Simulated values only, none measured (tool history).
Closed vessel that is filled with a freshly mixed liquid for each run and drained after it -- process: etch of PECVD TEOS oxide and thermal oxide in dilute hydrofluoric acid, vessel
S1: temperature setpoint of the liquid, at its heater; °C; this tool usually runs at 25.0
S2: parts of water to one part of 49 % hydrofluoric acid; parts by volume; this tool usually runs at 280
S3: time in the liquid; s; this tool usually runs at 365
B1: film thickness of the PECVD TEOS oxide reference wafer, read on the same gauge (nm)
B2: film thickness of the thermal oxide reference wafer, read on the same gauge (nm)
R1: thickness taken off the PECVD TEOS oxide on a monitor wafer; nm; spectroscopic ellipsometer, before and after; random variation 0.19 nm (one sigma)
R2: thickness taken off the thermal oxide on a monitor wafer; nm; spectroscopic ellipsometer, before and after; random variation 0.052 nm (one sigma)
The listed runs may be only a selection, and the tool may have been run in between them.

run    hour    S1   S2   S3     B1     B2     R1     R2
  1     0.0  25.0  280  365  50.00  69.99  31.00   5.31
  2    51.3  29.0  375  365  50.04  70.00  23.84   4.11
  3   115.5  29.0  375  365  49.98  70.00  23.79   4.06
  4   183.9  25.0  365  365  50.00  70.02  21.72   3.79
  5   235.0  25.0  365  365  50.02  69.99  22.04   3.75
  6   283.4  25.0  280  365  50.01  70.01  31.02   5.36
  7   348.3  25.0  280  365  50.03  70.00  31.06   5.40
  8   395.4  22.0  280  255  49.99  69.99  19.63   3.37
  9   433.9  25.0  360  505  50.01  70.01  30.68   5.35
 10   498.9  21.5  375  515  49.98  70.01  26.37   4.57
 11   528.6  25.0  280  365  49.99  70.01  31.14   5.38
 12   566.9  21.5  180  480  50.00  69.98  63.07  10.76
      574.7  -- gauge calibrated
 13   595.4  25.0  280  365  49.98  70.01  31.58   5.29
 14   628.8  25.0  280  365  49.99  70.00  31.04   5.41
 15   683.9  25.0  180  365  49.98  69.99  55.00   9.37
 16   734.9  29.0  230  470  50.00  70.00  58.52  10.16
      752.7  -- hydrofluoric acid flow meter replaced
 17   771.8  29.5  240  165  50.01  70.00  21.11   3.52
 18   827.0  25.0  140  365  50.00  69.99  76.33  13.23
      845.6  -- thermometer replaced
 19   893.3  25.0  205  550  50.01  70.02  70.46  12.20
 20   932.2  21.0  280  245  49.98  70.00  18.55   3.15
 21   971.4  25.0  335  265  50.00  70.00  18.22   3.20
 22  1001.1  28.5  280  365  49.97  69.97  35.71   6.16
 23  1069.8  25.0  280  365  50.00  69.99  31.97   5.53
 24  1104.9  21.0  315  285  50.01  70.01  18.86   3.24
 25  1169.7  26.5  280  365  49.98  69.99  33.32   5.74
 26  1196.2  25.0  280  365  50.01  70.00  31.91   5.59

What if the next run were any one of these 4? Each begins from the tool's condition after run 26:
  A  1197.0  25.0  280  245   ?   ?   ?   ?
  B  1197.0  25.0  280  440   ?   ?   ?   ?
  C  1197.0  20.5  345  250   ?   ?   ?   ?
  D  1197.0  20.5  360  155   ?   ?   ?   ?

run     B1     B2     R1    R2
  A  49.97  70.01  21.31  3.71
  B  49.97  70.01  38.28  6.66
  C  49.97  70.01  14.19  2.47
  D  49.97  70.01   8.32  1.45
Take away the tool's hidden state, keep each run's random variation, and the runs would have read:
run     R1    R2
  A  21.17  3.68
  B  38.01  6.61
  C  14.08  2.45
  D   8.26  1.44
